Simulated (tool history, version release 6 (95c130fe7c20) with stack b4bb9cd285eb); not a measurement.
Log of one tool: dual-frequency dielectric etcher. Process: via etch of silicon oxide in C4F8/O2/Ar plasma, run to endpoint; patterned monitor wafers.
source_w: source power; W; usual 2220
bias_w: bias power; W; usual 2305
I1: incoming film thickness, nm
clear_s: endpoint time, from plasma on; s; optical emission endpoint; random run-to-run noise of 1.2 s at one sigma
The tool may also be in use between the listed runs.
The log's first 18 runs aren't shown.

run 19 day=56.458 | source_w=1710 bias_w=2850 | I1=1213 | clear_s=230.7
run 20 day=59.858 | source_w=1780 bias_w=2548 | I1=1216.1 | clear_s=237.5
run 21 day=62.233 | source_w=2060 bias_w=2500 | I1=1225.1 | clear_s=224.8
run 22 day=65.783 | source_w=2220 bias_w=2305 | I1=1230 | clear_s=221
run 23 day=72.833 | source_w=1830 bias_w=2004 | I1=1219.8 | clear_s=251.3
-- day=75.638 wet clean of the chamber
run 24 day=76.408 | source_w=2220 bias_w=2305 | I1=1233 | clear_s=222.5
run 25 day=80.475 | source_w=2050 bias_w=2845 | I1=1216.4 | clear_s=217.6
run 26 day=84.688 | source_w=2410 bias_w=1899 | I1=1221.5 | clear_s=224.3
-- day=85.938 bias power generator calibrated
run 27 day=86.975 | source_w=2220 bias_w=2305 | I1=1230.3 | clear_s=223
run 28 day=90.379 | source_w=2220 bias_w=2305 | I1=1223.3 | clear_s=221.8
run 29 day=93.642 | source_w=1850 bias_w=2681 | I1=1227.9 | clear_s=231.1
run 30 day=98.108 | source_w=1700 bias_w=2633 | I1=1228.4 | clear_s=244.9
-- day=100.583 wet clean of the chamber
run 31 day=101.012 | source_w=2220 bias_w=2305 | I1=1230.5 | clear_s=224.4
run 32 day=102.583 | source_w=1950 bias_w=2305 | I1=1223 | clear_s=235.5
run 33 day=106.742 | source_w=1670 bias_w=1882 | I1=1232.8 | clear_s=273.1
run 34 day=110.125 | source_w=2480 bias_w=1837 | I1=1226 | clear_s=224.3

What if the next run were any one of these 5? Each begins from the tool's condition after run 34:
run A day=110.146 | source_w=2220 bias_w=2305 | I1=1227.4 | clear_s=?
run B day=110.146 | source_w=1800 bias_w=2468 | I1=1227.4 | clear_s=?
run C day=110.146 | source_w=2520 bias_w=2305 | I1=1227.4 | clear_s=?
run D day=110.146 | source_w=2220 bias_w=2503 | I1=1227.4 | clear_s=?
run E day=110.146 | source_w=2440 bias_w=2664 | I1=1227.4 | clear_s=?

run=A clear_s=223.8
run=B clear_s=242.8
run=C clear_s=211
run=D clear_s=218.9
run=E clear_s=206
Stripped of hidden state, with their random variation kept, the same runs would have yielded:
run=A clear_s=219.7
run=B clear_s=238.4
run=C clear_s=207.2
run=D clear_s=214.9
run=E clear_s=202.2
